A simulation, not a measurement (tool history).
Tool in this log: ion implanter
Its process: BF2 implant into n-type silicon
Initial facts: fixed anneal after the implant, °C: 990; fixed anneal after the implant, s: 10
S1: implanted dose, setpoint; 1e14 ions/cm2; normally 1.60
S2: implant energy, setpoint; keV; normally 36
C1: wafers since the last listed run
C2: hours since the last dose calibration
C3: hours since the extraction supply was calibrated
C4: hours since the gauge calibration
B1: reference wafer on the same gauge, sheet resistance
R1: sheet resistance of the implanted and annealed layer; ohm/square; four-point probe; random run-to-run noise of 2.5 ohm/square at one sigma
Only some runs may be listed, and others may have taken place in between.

run 1 hour=0.0 | S1=1.60 S2=36 | C1=0 C2=530.4 C3=4055.8 C4=134.2 | B1=610.51 | R1=606.06
run 2 hour=71.8 | S1=1.60 S2=36 | C1=1052 C2=602.2 C3=4127.6 C4=206.0 | B1=610.87 | R1=599.95
run 3 hour=110.1 | S1=1.60 S2=36 | C1=561 C2=640.5 C3=4165.9 C4=244.3 | B1=610.68 | R1=596.64
run 4 hour=147.9 | S1=1.60 S2=36 | C1=553 C2=678.3 C3=4203.7 C4=282.1 | B1=611.24 | R1=592.33
run 5 hour=214.2 | S1=1.60 S2=36 | C1=971 C2=744.6 C3=4270.0 C4=348.4 | B1=609.83 | R1=588.36
run 6 hour=257.2 | S1=1.60 S2=36 | C1=630 C2=787.6 C3=4313.0 C4=391.4 | B1=611.07 | R1=593.49
run 7 hour=291.4 | S1=1.33 S2=28 | C1=501 C2=821.8 C3=4347.2 C4=425.6 | B1=612.19 | R1=705.55
-- hour=303.3 Faraday cup replaced and dose calibrated
-- hour=315.6 extraction supply calibrated
run 8 hour=351.1 | S1=1.33 S2=28 | C1=640 C2=47.8 C3=35.5 C4=485.3 | B1=610.83 | R1=727.84
-- hour=389.2 gauge calibrated
run 9 hour=395.4 | S1=1.76 S2=27 | C1=649 C2=92.1 C3=79.8 C4=6.2 | B1=610.74 | R1=582.70

The next listed run, before its measurement:
run 10 hour=443.9 | S1=1.60 S2=36 | C1=710 C2=140.6 C3=128.3 C4=54.7 | B1=? | R1=?

B1: 610.88
R1: 611.13 ohm/square
With no hidden state in the tool, this same run would have given R1 614.50 ohm/square.
